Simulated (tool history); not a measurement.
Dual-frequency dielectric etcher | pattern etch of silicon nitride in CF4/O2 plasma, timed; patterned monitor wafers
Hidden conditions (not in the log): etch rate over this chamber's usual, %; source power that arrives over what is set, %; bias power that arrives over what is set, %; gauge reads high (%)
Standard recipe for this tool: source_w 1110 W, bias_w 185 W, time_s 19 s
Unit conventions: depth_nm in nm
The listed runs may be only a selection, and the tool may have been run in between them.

| run | hour | source_w | bias_w | time_s | wafers since the last listed run | hours since the last wet clean | hours since the last source power generator calibration | hours since the last bias power generator calibration | hours since the last upper electrode change | hours since the gauge calibration | read-back reference wafer on the same gauge, depth_nm | depth_nm |
|---|---|---|---|---|---|---|---|---|---|---|---|---|
| 1 | 0 | 1110 | 185 | 23 | 0 | 290.9 | 324.2 | 159.4 | 4261.1 | 1876.1 | 94.5 | 101 |
| 2 | 146.2 | 1110 | 185 | 23 | 1925 | 437.1 | 470.4 | 305.6 | 4407.3 | 2022.3 | 94.5 | 101.4 |
| 3 | 190.4 | 1110 | 185 | 22 | 582 | 481.3 | 514.6 | 349.8 | 4451.5 | 2066.5 | 94.6 | 97.4 |
|  | 269.9 | wet clean of the chamber |
| 4 | 270.4 | 1170 | 165 | 19 | 737 | 0.5 | 594.6 | 429.8 | 4531.5 | 2146.5 | 94.6 | 85.2 |
| 5 | 301.5 | 1170 | 165 | 19 | 409 | 31.6 | 625.7 | 460.9 | 4562.6 | 2177.6 | 94.6 | 85.6 |
| 6 | 351.8 | 1110 | 185 | 18 | 662 | 81.9 | 676 | 511.2 | 4612.9 | 2227.9 | 94.5 | 79.8 |
|  | 415.3 | gauge calibrated |
| 7 | 435.9 | 1110 | 185 | 19 | 1107 | 166 | 760.1 | 595.3 | 4697 | 20.6 | 94.7 | 84.1 |
| 8 | 525.9 | 1110 | 185 | 16.5 | 1185 | 256 | 850.1 | 685.3 | 4787 | 110.6 | 94.6 | 72.5 |
| 9 | 583.4 | 1110 | 185 | 16.5 | 757 | 313.5 | 907.6 | 742.8 | 4844.5 | 168.1 | 94.7 | 72.8 |
| 10 | 689.8 | 1110 | 185 | 19 | 1401 | 419.9 | 1014 | 849.2 | 4950.9 | 274.5 | 94.5 | 83.5 |
| 11 | 790.6 | 1110 | 185 | 19 | 1327 | 520.7 | 1114.8 | 950 | 5051.7 | 375.3 | 94.7 | 83 |
|  | 912.3 | wet clean of the chamber |
| 12 | 1001.1 | 1110 | 185 | 19 | 2456 | 88.8 | 1325.3 | 1160.5 | 5262.2 | 585.8 | 94.6 | 83.4 |
| 13 | 1051.9 | 1240 | 185 | 24.5 | 669 | 139.6 | 1376.1 | 1211.3 | 5313 | 636.6 | 94.5 | 120.5 |
| 14 | 1126.9 | 1110 | 185 | 22.5 | 987 | 214.6 | 1451.1 | 1286.3 | 5388 | 711.6 | 94.6 | 98.6 |
| 15 | 1169.1 | 1020 | 185 | 22.5 | 555 | 256.8 | 1493.3 | 1328.5 | 5430.2 | 753.8 | 94.6 | 89.9 |
|  | 1271.1 | upper electrode replaced, of another model than before |
| 16 | 1271.6 | 1320 | 204 | 23.5 | 1033 | 359.3 | 1595.8 | 1431 | 0.5 | 856.3 | 94.6 | 135.1 |
| 17 | 1303.8 | 1110 | 149 | 14.5 | 424 | 391.5 | 1628 | 1463.2 | 32.7 | 888.5 | 94.7 | 56.6 |
| 18 | 1406.9 | 1110 | 185 | 19 | 1358 | 494.6 | 1731.1 | 1566.3 | 135.8 | 991.6 | 94.5 | 82.1 |
| 19 | 1493.1 | 1210 | 219 | 16.5 | 1135 | 580.8 | 1817.3 | 1652.5 | 222 | 1077.8 | 94.5 | 86.5 |
|  | 1573.8 | wet clean of the chamber |
| 20 | 1575 | 1110 | 185 | 19 | 762 | 1.2 | 1899.2 | 1734.4 | 303.9 | 1159.7 | 94.6 | 81.2 |
| 21 | 1646 | 960 | 185 | 15.5 | 935 | 72.2 | 1970.2 | 1805.4 | 374.9 | 1230.7 | 94.7 | 54 |
| 22 | 1746.2 | 1110 | 185 | 13.5 | 1319 | 172.4 | 2070.4 | 1905.6 | 475.1 | 1330.9 | 94.4 | 57.8 |
|  | 1769.6 | source power generator calibrated |
| 23 | 1796 | 880 | 185 | 15.5 | 603 | 222.2 | 26.4 | 1955.4 | 524.9 | 1380.7 | 94.6 | 48.6 |
|  | 1807.5 | bias power generator calibrated |
| 24 | 1903.4 | 1110 | 185 | 16.5 | 1361 | 329.6 | 133.8 | 95.9 | 632.3 | 1488.1 | 94.7 | 73.1 |
| 25 | 2180.9 | 1110 | 185 | 19 | 3655 | 607.1 | 411.3 | 373.4 | 909.8 | 1765.6 | 94.5 | 84.5 |
|  | 2205 | wet clean of the chamber |
| 26 | 2248.3 | 1110 | 185 | 19 | 571 | 43.3 | 478.7 | 440.8 | 977.2 | 1833 | 94.7 | 84.1 |
| 27 | 2340.3 | 1110 | 185 | 19 | 1211 | 135.3 | 570.7 | 532.8 | 1069.2 | 1925 | 94.7 | 84 |
| 28 | 2411 | 980 | 151 | 22.5 | 931 | 206 | 641.4 | 603.5 | 1139.9 | 1995.7 | 94.6 | 74.9 |
|  | 2440.5 | gauge calibrated |
| 29 | 2449.6 | 1300 | 217 | 19 | 508 | 244.6 | 680 | 642.1 | 1178.5 | 9.1 | 94.7 | 111.5 |

For some of the steps in depth_nm from one run to the next: how much would appear even if the tool had no hidden state, given the settings, what came in and random variation, and how much remains for the hidden state plus any gauge scatter that the measured result and the result without hidden state don't share?
Run 15 -> 16: source_w 1020 -> 1320, bias_w 185 -> 204, time_s 22.5 -> 23.5, upper electrode replaced, of another model than before. depth_nm +45.2 nm: hidden state -1.2, all else +46.4.
Run 16 -> 17: source_w 1320 -> 1110, bias_w 204 -> 149, time_s 23.5 -> 14.5. depth_nm -78.5 nm: hidden state +1.2, all else -79.7.
Run 22 -> 23: source_w 1110 -> 880, time_s 13.5 -> 15.5, source power generator calibrated. depth_nm -9.2 nm: hidden state +1.7, all else -10.9.
